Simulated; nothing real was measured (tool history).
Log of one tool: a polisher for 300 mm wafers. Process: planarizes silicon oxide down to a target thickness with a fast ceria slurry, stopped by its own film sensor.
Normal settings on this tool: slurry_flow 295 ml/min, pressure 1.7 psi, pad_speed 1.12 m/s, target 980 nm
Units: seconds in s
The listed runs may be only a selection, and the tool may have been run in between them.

run      day  slurry_flow  pressure  pad_speed  target  wafers since the last listed run  wafers polished on this pad  hours since the slurry nozzle was cleaned  hours since the head pressure was calibrated  incoming thickness of the incoming film, nm  seconds
  1    0.000          295       1.7       1.12     980                                 0                          213                                      410.3                                         462.8                                       1766.2     72.2
  2    1.700          295       1.7       1.12     980                               251                          464                                      451.1                                         503.6                                       1755.8     71.4
  3    3.446          295       1.7       1.12     980                               258                          723                                      493.0                                         545.5                                       1787.1     73.9
       4.858  -- slurry nozzle cleaned
  4    5.933          250       1.4       1.12     980                               361                         1085                                       25.8                                         605.2                                       1771.3     85.8
  5    8.083          250       1.4       1.12     980                               318                         1403                                       77.4                                         656.8                                       1789.6     86.9
  6   11.554          250       1.4       1.12     980                               513                         1916                                      160.7                                         740.1                                       1768.6     82.2
  7   14.017          295       1.7       1.12     980                               364                         2280                                      219.8                                         799.2                                       1771.7     66.2
      16.729  -- head pressure recalibrated
  8   18.025          295       1.7       1.12     980                               580                         2861                                      316.0                                          31.1                                       1755.3     72.9
      19.588  -- worn pad replaced by a new one
  9   20.733          295       1.7       1.12     980                               375                          169                                      381.0                                          96.1                                       1774.7     74.7
 10   23.096          295       1.7       1.12     980                               349                          519                                      437.7                                         152.8                                       1783.8     76.7
      24.879  -- slurry nozzle cleaned
 11   26.692          295       1.7       1.12     980                               525                         1044                                       43.5                                         239.1                                       1751.5     72.0
 12   29.621          295       1.7       1.12     980                               433                         1478                                      113.8                                         309.4                                       1781.6     73.2
 13   39.812          295       1.7       1.12     980                              1507                         2985                                      358.4                                         554.0                                       1791.4     72.8
      41.538  -- worn pad replaced by a new one
 14   42.900          295       1.7       1.12     980                               432                          201                                      432.5                                         628.1                                       1805.6     72.8
 15   44.875          295       1.7       1.12     980                               292                          493                                      479.9                                         675.5                                       1778.6     71.0
      45.167  -- slurry nozzle cleaned
 16   47.992          295       1.7       1.12    1139                               454                          948                                       67.8                                         750.3                                       1772.0     53.5
 17   49.688          295       1.7       1.12     980                               250                         1199                                      108.5                                         791.0                                       1772.0     66.1
      51.421  -- head pressure recalibrated
 18   52.867          295       1.4       1.40    1251                               457                         1657                                      184.8                                          34.7                                       1748.5     45.4
 19   55.175          385       1.9       0.94    1172                               341                         1998                                      240.2                                          90.1                                       1778.9     59.9
 20   56.958          295       1.7       1.12     980                               263                         2262                                      283.0                                         132.9                                       1769.6     75.4
 21   59.125          385       1.7       1.52     980                               320                         2582                                      335.0                                         184.9                                       1786.4     55.0
      60.338  -- worn pad replaced by a new one
 22   62.204          230       1.9       0.78    1096                               430                          276                                      408.9                                         258.8                                       1787.1     86.3
      64.804  -- slurry nozzle cleaned
 23   65.604          295       1.3       0.76    1218                               496                          773                                       19.2                                         340.4                                       1751.0     94.6
 24   69.496          365       2.2       0.78     805                               575                         1348                                      112.6                                         433.8                                       1750.0     94.4
 25   72.250          295       1.7       1.12    1139                               407                         1756                                      178.7                                         499.9                                       1737.6     54.7
 26   75.958          295       2.1       1.12     980                               548                         2304                                      267.7                                         588.9                                       1771.9     57.6
 27   78.904          295       1.7       0.94     980                               435                         2740                                      338.4                                         659.6                                       1788.1     84.5
 28   80.846          295       1.7       1.22    1118                               287                         3027                                      385.0                                         706.2                                       1798.8     54.7
      81.238  -- head pressure recalibrated
      81.471  -- worn pad replaced by a new one
      83.304  -- slurry nozzle cleaned
 29   84.379          295       1.7       1.12     980                               479                          424                                       25.8                                          75.4                                       1764.9     74.6
 30   85.950          295       1.7       1.12     980                               232                          656                                       63.5                                         113.1                                       1767.8     74.8
 31   90.367          385       1.4       1.12     980                               653                         1309                                      169.5                                         219.1                                       1803.8     90.2
 32   94.600          250       2.1       1.12     859                               626                         1936                                      271.1                                         320.7                                       1749.0     68.8
     102.621  -- slurry nozzle cleaned
     104.992  -- worn pad replaced by a new one
 33  106.275          220       2.3       1.44    1110                              1696                          189                                       87.7                                         600.9                                       1759.9     33.2
 34  108.421          295       1.7       1.12    1215                               317                          507                                      139.2                                         652.4                                       1755.3     47.9

Alternative continuations, all from the tool just after run 34; predict every row:
  A  108.438          295       1.7       1.12     896                                 2                          509                                      139.6                                         652.8                                       1737.6        ?
  B  108.438          340       1.5       1.44     980                                 2                          509                                      139.6                                         652.8                                       1737.6        ?
  C  108.438          335       1.7       0.92    1217                                 2                          509                                      139.6                                         652.8                                       1737.6        ?

run  seconds
  A     72.3
  B     56.8
  C     54.0
Without the tool's hidden state the same runs would have given:
run  seconds
  A     77.6
  B     61.0
  C     57.9
